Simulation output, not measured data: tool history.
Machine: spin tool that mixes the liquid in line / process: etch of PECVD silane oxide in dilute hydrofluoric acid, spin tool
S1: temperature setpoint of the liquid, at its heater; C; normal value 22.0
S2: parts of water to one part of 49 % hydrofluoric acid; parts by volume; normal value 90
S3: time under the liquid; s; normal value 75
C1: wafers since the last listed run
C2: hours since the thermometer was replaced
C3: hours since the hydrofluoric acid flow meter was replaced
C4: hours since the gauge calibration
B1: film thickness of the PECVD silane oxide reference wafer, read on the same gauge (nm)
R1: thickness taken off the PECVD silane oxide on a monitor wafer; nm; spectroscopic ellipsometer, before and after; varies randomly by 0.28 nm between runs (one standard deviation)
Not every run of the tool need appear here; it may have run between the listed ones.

run,hour,S1,S2,S3,C1,C2,C3,C4,B1,R1
1,0.0,22.0,90,75,0,652.6,1599.4,168.0,119.95,37.96
2,70.1,22.0,90,75,1081,722.7,1669.5,238.1,120.01,38.30
3,103.0,22.0,90,75,507,755.6,1702.4,271.0,119.97,37.74
# hour 106.0: thermometer replaced
4,161.3,22.0,90,75,884,55.3,1760.7,329.3,119.98,39.52
5,232.7,22.0,70,75,1101,126.7,1832.1,400.7,119.99,51.96
6,273.5,22.0,90,75,629,167.5,1872.9,441.5,120.01,39.67
7,336.7,22.0,80,55,975,230.7,1936.1,504.7,119.96,32.87
# hour 380.6: hydrofluoric acid flow meter replaced
8,390.8,22.0,80,55,819,284.8,10.2,558.8,119.95,32.53
9,422.5,22.0,80,55,489,316.5,41.9,590.5,119.97,32.65
10,481.7,22.0,90,75,913,375.7,101.1,649.7,120.00,38.73
11,512.2,26.0,80,75,470,406.2,131.6,680.2,119.98,51.43
# hour 539.1: gauge calibrated
12,560.9,22.0,90,75,751,454.9,180.3,21.8,120.00,38.20
13,679.9,22.0,65,75,1836,573.9,299.3,140.8,120.01,54.47
14,716.0,22.0,80,55,556,610.0,335.4,176.9,120.02,32.24
# hour 724.6: thermometer replaced
15,743.5,22.0,60,105,408,18.9,362.9,204.4,120.01,87.17
16,778.9,22.0,125,75,546,54.3,398.3,239.8,120.02,27.54
17,937.5,24.5,90,75,2447,212.9,556.9,398.4,120.02,43.28
18,980.4,25.0,130,75,661,255.8,599.8,441.3,119.97,29.23

Some steps in R1, run to run, broken into two amounts with sign: the step expected even without the hidden condition (settings, incoming material, random variation), and the rest, left for the hidden condition together with whatever gauge scatter is not in both the measured and the hidden-condition-free result:
Hidden state present: liquid colder than its thermometer reads (K); hydrofluoric acid flow below the setpoint (%); gauge reads high (%).
Run 3 -> 4: thermometer replaced. R1 +1.78 nm: hidden state +1.65, all else +0.13.
Run 15 -> 16: S2 60 -> 125, S3 105 -> 75. R1 -59.63 nm: hidden state +0.08, all else -59.71.
